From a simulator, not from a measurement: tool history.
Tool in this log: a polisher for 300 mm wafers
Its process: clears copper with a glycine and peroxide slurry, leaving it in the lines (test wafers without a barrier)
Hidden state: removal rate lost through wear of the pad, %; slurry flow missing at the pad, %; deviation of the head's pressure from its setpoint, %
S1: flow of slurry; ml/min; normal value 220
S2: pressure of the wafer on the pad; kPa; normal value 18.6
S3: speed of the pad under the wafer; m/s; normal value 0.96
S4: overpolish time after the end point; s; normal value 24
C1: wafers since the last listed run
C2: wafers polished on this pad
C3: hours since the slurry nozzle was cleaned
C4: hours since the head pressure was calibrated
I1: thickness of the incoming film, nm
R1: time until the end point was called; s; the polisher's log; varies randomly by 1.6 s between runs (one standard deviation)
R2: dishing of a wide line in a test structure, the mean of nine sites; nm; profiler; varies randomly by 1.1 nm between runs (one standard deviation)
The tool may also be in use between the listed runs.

{"run": 1, "hour": 0.0, "S1": 220, "S2": 18.6, "S3": 0.96, "S4": 31, "C1": 0, "C2": 635, "C3": 353.4, "C4": 806.7, "I1": 415.0, "R1": 103.1, "R2": 64.3}
{"hour": 1.4, "done": "worn pad replaced by a new one"}
{"run": 2, "hour": 69.9, "S1": 220, "S2": 18.6, "S3": 0.96, "S4": 31, "C1": 369, "C2": 369, "C3": 423.3, "C4": 876.6, "I1": 416.4, "R1": 91.7, "R2": 67.8}
{"run": 3, "hour": 88.8, "S1": 220, "S2": 18.6, "S3": 1.14, "S4": 24, "C1": 101, "C2": 471, "C3": 442.2, "C4": 895.5, "I1": 426.2, "R1": 85.1, "R2": 63.0}
{"run": 4, "hour": 113.5, "S1": 220, "S2": 18.6, "S3": 0.96, "S4": 24, "C1": 133, "C2": 604, "C3": 466.9, "C4": 920.2, "I1": 414.5, "R1": 102.7, "R2": 55.3}
{"hour": 125.0, "done": "worn pad replaced by a new one"}
{"run": 5, "hour": 145.0, "S1": 220, "S2": 18.6, "S3": 0.96, "S4": 24, "C1": 148, "C2": 108, "C3": 498.4, "C4": 951.7, "I1": 419.9, "R1": 91.7, "R2": 59.0}
{"run": 6, "hour": 169.4, "S1": 220, "S2": 18.6, "S3": 0.96, "S4": 24, "C1": 131, "C2": 239, "C3": 522.8, "C4": 976.1, "I1": 422.4, "R1": 91.5, "R2": 59.6}
{"run": 7, "hour": 197.8, "S1": 220, "S2": 18.6, "S3": 0.96, "S4": 24, "C1": 153, "C2": 392, "C3": 551.2, "C4": 1004.5, "I1": 420.5, "R1": 97.6, "R2": 57.5}
{"run": 8, "hour": 224.0, "S1": 220, "S2": 18.6, "S3": 0.96, "S4": 24, "C1": 141, "C2": 534, "C3": 577.4, "C4": 1030.7, "I1": 424.0, "R1": 99.8, "R2": 56.2}
{"hour": 239.1, "done": "worn pad replaced by a new one"}
{"run": 9, "hour": 243.5, "S1": 220, "S2": 16.5, "S3": 1.16, "S4": 24, "C1": 83, "C2": 23, "C3": 596.9, "C4": 1050.2, "I1": 422.7, "R1": 83.4, "R2": 62.3}
{"run": 10, "hour": 266.4, "S1": 220, "S2": 24.8, "S3": 0.8, "S4": 24, "C1": 123, "C2": 147, "C3": 619.8, "C4": 1073.1, "I1": 422.5, "R1": 85.8, "R2": 63.9}
{"hour": 280.3, "done": "slurry nozzle cleaned"}
{"run": 11, "hour": 281.0, "S1": 220, "S2": 18.6, "S3": 0.96, "S4": 24, "C1": 73, "C2": 220, "C3": 0.7, "C4": 1087.7, "I1": 412.8, "R1": 87.6, "R2": 59.9}
{"run": 12, "hour": 305.2, "S1": 155, "S2": 18.6, "S3": 0.96, "S4": 28, "C1": 130, "C2": 350, "C3": 24.9, "C4": 1111.9, "I1": 419.3, "R1": 97.9, "R2": 61.5}
{"hour": 363.0, "done": "worn pad replaced by a new one"}
{"hour": 364.9, "done": "head pressure recalibrated"}
{"run": 13, "hour": 407.6, "S1": 265, "S2": 21.4, "S3": 0.96, "S4": 17, "C1": 520, "C2": 230, "C3": 127.3, "C4": 42.7, "I1": 424.4, "R1": 85.3, "R2": 50.6}
{"run": 14, "hour": 421.7, "S1": 220, "S2": 18.6, "S3": 0.84, "S4": 24, "C1": 76, "C2": 306, "C3": 141.4, "C4": 56.8, "I1": 415.1, "R1": 102.7, "R2": 55.8}
{"run": 15, "hour": 440.7, "S1": 220, "S2": 18.6, "S3": 0.96, "S4": 24, "C1": 102, "C2": 408, "C3": 160.4, "C4": 75.8, "I1": 420.5, "R1": 96.7, "R2": 58.1}
{"hour": 456.6, "done": "worn pad replaced by a new one"}
{"run": 16, "hour": 471.0, "S1": 295, "S2": 18.6, "S3": 0.96, "S4": 24, "C1": 141, "C2": 77, "C3": 190.7, "C4": 106.1, "I1": 414.4, "R1": 87.6, "R2": 62.3}

Predict each of these 5 candidate next runs independently; none follows another, all start after run 16:
{"run": "A", "hour": 471.5, "S1": 220, "S2": 18.6, "S3": 0.96, "S4": 24, "C1": 2, "C2": 80, "C3": 191.2, "C4": 106.6, "I1": 426.8, "R1": "?", "R2": "?"}
{"run": "B", "hour": 471.5, "S1": 155, "S2": 18.6, "S3": 1.22, "S4": 13, "C1": 2, "C2": 80, "C3": 191.2, "C4": 106.6, "I1": 426.8, "R1": "?", "R2": "?"}
{"run": "C", "hour": 471.5, "S1": 290, "S2": 18.6, "S3": 0.76, "S4": 24, "C1": 2, "C2": 80, "C3": 191.2, "C4": 106.6, "I1": 426.8, "R1": "?", "R2": "?"}
{"run": "D", "hour": 471.5, "S1": 150, "S2": 14.5, "S3": 1.16, "S4": 18, "C1": 2, "C2": 80, "C3": 191.2, "C4": 106.6, "I1": 426.8, "R1": "?", "R2": "?"}
{"run": "E", "hour": 471.5, "S1": 270, "S2": 16.5, "S3": 1.22, "S4": 24, "C1": 2, "C2": 80, "C3": 191.2, "C4": 106.6, "I1": 426.8, "R1": "?", "R2": "?"}

run=A R1=89.4 R2=59.4
run=B R1=76.4 R2=42.8
run=C R1=104.9 R2=54.1
run=D R1=93.4 R2=46.7
run=E R1=77.4 R2=63.7
Take away the tool's hidden state, keep each run's random variation, and the runs would have read:
run=A R1=88.5 R2=59.8
run=B R1=75.5 R2=43.2
run=C R1=103.7 R2=54.5
run=D R1=92.4 R2=47.1
run=E R1=76.6 R2=64.1
